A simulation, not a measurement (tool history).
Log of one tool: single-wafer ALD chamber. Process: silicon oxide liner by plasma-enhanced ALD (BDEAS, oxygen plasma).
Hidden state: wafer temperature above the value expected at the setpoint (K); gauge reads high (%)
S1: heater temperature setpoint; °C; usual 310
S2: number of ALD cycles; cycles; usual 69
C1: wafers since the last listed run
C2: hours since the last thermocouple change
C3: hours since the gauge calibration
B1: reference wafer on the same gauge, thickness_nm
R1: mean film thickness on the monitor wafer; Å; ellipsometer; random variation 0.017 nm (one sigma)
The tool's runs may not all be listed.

Run 1, hour 0.0: usual settings; C1 0; C2 952.0; C3 258.8; B1 7.150. Result: R1 68.75 Å.
Run 2, hour 35.2: usual settings but S2 64 cycles; C1 226; C2 987.2; C3 294.0; B1 7.156. Result: R1 64.10 Å.
Run 3, hour 67.8: usual settings but S2 64 cycles; C1 210; C2 1019.8; C3 326.6; B1 7.161. Result: R1 64.17 Å.
Run 4, hour 82.1: usual settings but S2 64 cycles; C1 92; C2 1034.1; C3 340.9; B1 7.159. Result: R1 64.00 Å.
Run 5, hour 101.4: usual settings but S2 61 cycles; C1 124; C2 1053.4; C3 360.2; B1 7.164. Result: R1 61.39 Å.
Run 6, hour 115.0: usual settings but S2 61 cycles; C1 87; C2 1067.0; C3 373.8; B1 7.161. Result: R1 61.15 Å.
Run 7, hour 130.9: usual settings; C1 102; C2 1082.9; C3 389.7; B1 7.164. Result: R1 68.88 Å.
Run 8, hour 162.4: usual settings; C1 203; C2 1114.4; C3 421.2; B1 7.160. Result: R1 69.04 Å.
Run 9, hour 188.4: usual settings but S1 301 °C, S2 77 cycles; C1 167; C2 1140.4; C3 447.2; B1 7.163. Result: R1 77.86 Å.
At hour 199.3: gauge calibrated.
Run 10, hour 218.1: usual settings but S1 295 °C, S2 77 cycles; C1 191; C2 1170.1; C3 18.8; B1 7.075. Result: R1 78.27 Å.
Run 11, hour 231.9: usual settings but S1 305 °C, S2 81 cycles; C1 88; C2 1183.9; C3 32.6; B1 7.087. Result: R1 80.57 Å.
At hour 243.6: thermocouple changed; heater temperature recalibrated.
Run 12, hour 244.4: usual settings; C1 29; C2 0.8; C3 45.1; B1 7.095. Result: R1 68.45 Å.
Run 13, hour 257.7: usual settings; C1 85; C2 14.1; C3 58.4; B1 7.105. Result: R1 68.56 Å.
Run 14, hour 270.9: usual settings; C1 85; C2 27.3; C3 71.6; B1 7.109. Result: R1 68.86 Å.
Run 15, hour 295.2: usual settings but S1 324 °C, S2 73 cycles; C1 156; C2 51.6; C3 95.9; B1 7.121. Result: R1 71.54 Å.
Run 16, hour 327.9: usual settings but S1 303 °C, S2 78 cycles; C1 210; C2 84.3; C3 128.6; B1 7.132. Result: R1 78.57 Å.
Run 17, hour 353.0: usual settings but S1 316 °C, S2 76 cycles; C1 161; C2 109.4; C3 153.7; B1 7.140. Result: R1 75.13 Å.

Measured less the same run without the tool's hidden state. The same run-to-run variation is in both; the gauge's scatter may not be:
run     R1
  1  +0.88
  2  +0.86
  3  +0.88
  4  +0.89
  5  +0.86
  6  +0.87
  7  +0.98
  8  +1.01
  9  +1.14
 10  +0.17
 11  +0.29
 12  +0.33
 13  +0.41
 14  +0.48
 15  +0.62
 16  +0.82
 17  +0.86
